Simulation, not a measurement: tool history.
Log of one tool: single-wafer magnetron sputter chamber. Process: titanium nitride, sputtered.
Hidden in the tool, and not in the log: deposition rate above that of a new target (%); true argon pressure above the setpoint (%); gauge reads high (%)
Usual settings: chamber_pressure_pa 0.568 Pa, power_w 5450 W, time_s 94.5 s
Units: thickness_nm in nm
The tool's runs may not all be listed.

run     day  chamber_pressure_pa  power_w  time_s  wafers since the last listed run  wafers on the sputter target  hours since the last manometer calibration  hours since the magnet pack was replaced  hours since the gauge calibration  read-back reference wafer on the same gauge, thickness_nm  thickness_nm
  1       0                0.568     5450    94.5                                 0                          2024                                       851.4                                    5341.9                                128                                                     71.674        81.905
  2   0.667                0.568     5450    94.5                               215                          2239                                       867.4                                    5357.9                                144                                                     71.611         81.85
  3   1.954                0.568     5450    94.5                               415                          2655                                       898.3                                    5388.8                              174.9                                                     71.583         81.86
  4   3.429                0.568     5450    94.5                               476                          3131                                       933.7                                    5424.2                              210.3                                                     71.646        81.806
  5   4.546                0.568     4650    94.5                               360                          3491                                       960.5                                      5451                              237.1                                                     71.616        71.683
  6   5.238                0.568     4650    94.5                               223                          3715                                       977.1                                    5467.6                              253.7                                                      71.65        71.831
  7   6.458                0.568     5450    94.5                               393                          4109                                      1006.4                                    5496.9                                283                                                     71.579        81.362
  8   7.358                0.568     5450    94.5                               290                          4399                                        1028                                    5518.5                              304.6                                                     71.606        81.248
  9   8.821                0.568     5450    94.5                               471                          4871                                      1063.1                                    5553.6                              339.7                                                     71.651         81.06
     10.775  -- gauge calibrated
 10  11.512                0.568     6150    94.5                               868                          5740                                      1127.7                                    5618.2                               17.7                                                     71.653            90
 11  12.054                0.568     5450    94.5                               174                          5914                                      1140.7                                    5631.2                               30.7                                                     71.564        81.434
 12    12.8                0.568     5450    94.5                               240                          6155                                      1158.6                                    5649.1                               48.6                                                     71.636        81.312
 13  13.662                0.393     4400    80.8                               278                          6434                                      1179.3                                    5669.8                               69.3                                                     71.576        62.505
     15.025  -- magnet pack replaced, of another model than before
 14  15.067                0.568     5450    94.5                               345                          6779                                        1213                                         1                                103                                                     71.645        80.806
 15  16.067                 0.71     5900    94.5                               322                          7102                                        1237                                        25                                127                                                     71.613        84.092
     16.958  -- sputter target and shields replaced
 16  17.012                0.788     4150    79.8                               197                            17                                      1259.7                                      47.7                              149.7                                                     71.646        52.532
 17  17.988                0.431     5900    76.8                               314                           332                                      1283.1                                      71.1                              173.1                                                     71.595        73.613
     19.021  -- capacitance manometer re-zeroed and calibrated
 18  19.042                0.413     4150   111.1                               232                           565                                         0.5                                      96.4                              198.4                                                      71.65        79.954
 19  19.267                0.487     6200   101.8                                72                           637                                         5.9                                     101.8                              203.8                                                     71.574        99.954
 20  20.092                0.568     5450    94.5                               266                           904                                        25.7                                     121.6                              223.6                                                     71.627        82.263
 21  20.667                0.382     4650    99.8                               185                          1089                                        39.5                                     135.4                              237.4                                                     71.592        79.061
 22  21.958                0.369     6000   110.6                               416                          1506                                        70.5                                     166.4                              268.4                                                     71.569       108.679
 23  23.362                0.568     4300    94.5                               453                          1959                                       104.2                                     200.1                              302.1                                                     71.622         67.72
     23.512  -- gauge calibrated
 24  24.375                0.439     4250   105.4                               326                          2286                                       128.5                                     224.4                               20.7                                                      71.52        76.465
 25  25.779                0.439     4250   105.4                               453                          2739                                       162.2                                     258.1                               54.4                                                     71.666        76.702

How the hidden state differs across the entries between the runs, from the last listed run before each to the first after it:
Between runs 9 and 10: gauge calibrated (day 10.775)
  deposition rate above that of a new target (%): -0.845 -> -1.14
  measured less the result without the state, thickness_nm: -0.691 -> -1.035 nm
Between runs 13 and 14: magnet pack replaced, of another model than before (day 15.025)
  deposition rate above that of a new target (%): -1.41 -> -1.6
  measured less the result without the state, thickness_nm: -0.891 -> -1.311 nm
Between runs 15 and 16: sputter target and shields replaced (day 16.958)
  deposition rate above that of a new target (%): -1.74 -> -0.038
  measured less the result without the state, thickness_nm: -1.489 -> -0.02 nm
Between runs 17 and 18: capacitance manometer re-zeroed and calibrated (day 19.021)
  deposition rate above that of a new target (%): -0.0415 -> -0.0524
  measured less the result without the state, thickness_nm: -0.031 -> -0.042 nm
Between runs 23 and 24: gauge calibrated (day 23.512)
  deposition rate above that of a new target (%): -0.174 -> -0.22
  measured less the result without the state, thickness_nm: -0.118 -> -0.169 nm

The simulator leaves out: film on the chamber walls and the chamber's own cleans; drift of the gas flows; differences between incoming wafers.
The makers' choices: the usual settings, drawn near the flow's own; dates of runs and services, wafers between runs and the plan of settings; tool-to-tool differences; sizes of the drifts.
